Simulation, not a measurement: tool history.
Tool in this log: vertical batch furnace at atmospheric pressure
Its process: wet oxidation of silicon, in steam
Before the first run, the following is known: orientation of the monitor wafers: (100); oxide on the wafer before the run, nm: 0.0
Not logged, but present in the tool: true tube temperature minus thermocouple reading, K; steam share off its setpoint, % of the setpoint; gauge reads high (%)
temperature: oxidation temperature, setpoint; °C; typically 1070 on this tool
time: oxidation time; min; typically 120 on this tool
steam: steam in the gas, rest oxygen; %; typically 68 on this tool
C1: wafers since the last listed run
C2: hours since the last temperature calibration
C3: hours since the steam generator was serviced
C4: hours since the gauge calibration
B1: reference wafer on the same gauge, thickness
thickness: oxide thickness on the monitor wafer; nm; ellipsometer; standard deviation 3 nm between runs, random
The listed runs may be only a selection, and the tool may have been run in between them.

Run 1, hour 0: usual settings; C1 0; C2 1734.1; C3 2585.6; C4 1291.5; B1 730.5. Result: thickness 736.46 nm.
Run 2, hour 57: usual settings but temperature 1088 °C, steam 65 %; C1 703; C2 1791.1; C3 2642.6; C4 1348.5; B1 729.85. Result: thickness 773.7 nm.
Run 3, hour 127.2: usual settings; C1 865; C2 1861.3; C3 2712.8; C4 1418.7; B1 731.02. Result: thickness 735.26 nm.
Run 4, hour 163.3: usual settings; C1 445; C2 1897.4; C3 2748.9; C4 1454.8; B1 730.63. Result: thickness 733.24 nm.
Run 5, hour 233.7: usual settings; C1 868; C2 1967.8; C3 2819.3; C4 1525.2; B1 731.51. Result: thickness 733.82 nm.
Run 6, hour 268.3: usual settings; C1 426; C2 2002.4; C3 2853.9; C4 1559.8; B1 730.75. Result: thickness 737.9 nm.
Run 7, hour 313.6: usual settings; C1 558; C2 2047.7; C3 2899.2; C4 1605.1; B1 730.57. Result: thickness 735.91 nm.
Run 8, hour 372.6: usual settings but steam 75 %; C1 727; C2 2106.7; C3 2958.2; C4 1664.1; B1 730.6. Result: thickness 778.67 nm.
Run 9, hour 434: usual settings but temperature 1060 °C, time 134 min; C1 757; C2 2168.1; C3 3019.6; C4 1725.5; B1 731.48. Result: thickness 748.15 nm.
Run 10, hour 471.4: usual settings but temperature 1060 °C, time 134 min; C1 461; C2 2205.5; C3 3057; C4 1762.9; B1 730.32. Result: thickness 754.45 nm.
Run 11, hour 505.1: usual settings but temperature 1060 °C, time 134 min; C1 415; C2 2239.2; C3 3090.7; C4 1796.6; B1 730.36. Result: thickness 754.31 nm.
Run 12, hour 573.7: usual settings; C1 846; C2 2307.8; C3 3159.3; C4 1865.2; B1 731.63. Result: thickness 735.88 nm.
Run 13, hour 623.9: usual settings; C1 619; C2 2358; C3 3209.5; C4 1915.4; B1 731.99. Result: thickness 739.75 nm.
Run 14, hour 683.4: usual settings; C1 733; C2 2417.5; C3 3269; C4 1974.9; B1 731.69. Result: thickness 740.86 nm.
At hour 693.7: gauge calibrated.
Run 15, hour 720: usual settings but temperature 1088 °C; C1 451; C2 2454.1; C3 3305.6; C4 26.3; B1 731.26. Result: thickness 791.74 nm.
Run 16, hour 790.8: usual settings but temperature 1059 °C, time 77 min, steam 72 %; C1 873; C2 2524.9; C3 3376.4; C4 97.1; B1 730.42. Result: thickness 567.09 nm.
Run 17, hour 826: usual settings; C1 434; C2 2560.1; C3 3411.6; C4 132.3; B1 730.28. Result: thickness 743.81 nm.
Run 18, hour 864.1: usual settings; C1 469; C2 2598.2; C3 3449.7; C4 170.4; B1 730.67. Result: thickness 739.78 nm.
Run 19, hour 889.7: usual settings; C1 315; C2 2623.8; C3 3475.3; C4 196; B1 730.71. Result: thickness 745.03 nm.
Run 20, hour 925: usual settings; C1 435; C2 2659.1; C3 3510.6; C4 231.3; B1 731.31. Result: thickness 740.52 nm.
Run 21, hour 959.8: usual settings; C1 429; C2 2693.9; C3 3545.4; C4 266.1; B1 730.84. Result: thickness 739.27 nm.

Run 22 has not been measured yet. What should we expect?
Run 22, hour 1013.5: usual settings but temperature 1095 °C, steam 74 %; C1 662; C2 2747.6; C3 3599.1; C4 319.8; B1 ?. Result: thickness ?.

{"run 22": {"B1": 730.75, "thickness": 851.95}}
Minus the tool's unlogged condition, the same run would have read thickness 834.47 nm.

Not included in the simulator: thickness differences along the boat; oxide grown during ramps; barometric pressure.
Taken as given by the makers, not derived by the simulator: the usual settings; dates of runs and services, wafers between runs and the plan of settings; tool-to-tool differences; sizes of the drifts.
